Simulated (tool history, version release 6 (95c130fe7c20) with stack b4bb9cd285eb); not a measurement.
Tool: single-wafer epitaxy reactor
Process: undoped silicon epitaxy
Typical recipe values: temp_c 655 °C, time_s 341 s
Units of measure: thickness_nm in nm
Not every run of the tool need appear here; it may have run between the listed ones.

run	hour	temp_c	time_s	read-back reference wafer on the same gauge, thickness_nm	thickness_nm
1	0.0	646	294	72.195	39.307
2	25.2	646	294	72.102	39.128
# hour 40.9: gauge calibrated
3	159.6	655	341	72.128	55.523
4	210.3	655	341	72.028	55.605
# hour 239.5: pyrometer calibrated
5	254.4	655	341	72.055	61.232
6	310.1	655	341	72.068	60.728
7	339.6	655	341	72.183	61.684
8	407.6	651	309	72.335	50.402
9	468.6	668	363	72.074	88.548
10	531.2	649	274	72.063	42.157
11	569.8	655	341	72.108	60.987
# hour 613.6: gauge calibrated
12	632.8	644	386	72.042	53.116
13	660.8	655	341	72.137	61.052
14	728.0	669	359	71.947	87.353
15	767.4	655	341	72.296	60.983

Below, some changes in thickness_nm between adjacent runs. For each, the amount present without the hidden state too (settings, incoming material, random variation) and the amount remaining for the hidden state with gauge scatter not shared by both compared results:
Hidden state present: wafer temperature above the value expected at the setpoint (K); gauge reads high (%).
Run 4 -> 5: pyrometer calibrated. thickness_nm +5.627 nm: hidden state +6.073, all else -0.446.
Run 9 -> 10: temp_c 668 -> 649, time_s 363 -> 274. thickness_nm -46.391 nm: hidden state +0.481, all else -46.872.
